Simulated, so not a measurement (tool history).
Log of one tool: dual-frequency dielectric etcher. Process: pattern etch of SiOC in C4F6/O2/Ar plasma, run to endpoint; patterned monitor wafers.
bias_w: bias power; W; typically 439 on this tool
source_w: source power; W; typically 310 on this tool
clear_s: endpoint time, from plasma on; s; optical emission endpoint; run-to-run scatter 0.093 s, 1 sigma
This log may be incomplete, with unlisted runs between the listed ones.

run,hour,bias_w,source_w,"incoming incoming film thickness, nm",clear_s
1,0.0,509,310,29.44,11.1
2,11.9,509,310,29.08,11.0
3,27.8,439,310,29.48,11.6
4,36.7,439,310,29.48,11.8
5,47.1,439,310,29.27,11.5
6,63.6,439,310,29.74,11.8
7,70.6,439,310,29.48,11.7
8,98.8,439,310,29.52,11.9
9,136.5,439,310,29.54,11.6
10,152.3,439,310,29.12,11.6
11,164.8,439,310,29.60,11.9
12,178.8,439,310,29.30,11.8
13,206.7,439,310,29.51,11.9
14,222.8,439,310,29.50,12.1
15,239.8,363,260,29.40,13.8
# hour 268.8: wet clean of the chamber
16,269.3,374,280,29.31,12.5
17,269.6,439,310,29.46,11.3
18,273.1,468,360,29.38,10.3
# hour 303.0: upper electrode replaced
19,303.5,374,380,29.31,10.7
20,303.8,483,310,29.19,10.7
21,306.4,439,350,29.15,10.6
22,321.5,366,360,29.54,11.2
# hour 331.3: bias power generator calibrated
23,336.2,439,240,29.32,13.0
24,350.5,358,310,28.87,11.8
25,364.8,528,380,29.22,9.7
# hour 372.2: source power generator calibrated
26,372.7,439,310,29.43,11.6
27,389.4,439,310,29.44,11.5
28,395.9,545,270,29.52,11.6
29,408.6,541,310,29.52,10.7
30,417.1,439,310,29.30,11.4
31,423.4,548,310,29.28,10.5
32,432.6,505,350,29.60,10.3
33,440.2,544,390,29.60,9.6
34,447.1,439,360,29.24,10.7
35,486.4,439,310,29.47,11.5
36,509.6,335,340,29.59,12.0

Forecast each of these 3 alternatives for the next run:
A,510.0,480,310,29.38,?
B,510.0,386,380,29.38,?
C,510.0,439,250,29.38,?

run,clear_s
A,11.3
B,10.9
C,13.0
Stripped of hidden state, with their random variation kept, the same runs would have yielded:
run,clear_s
A,11.2
B,10.8
C,12.9
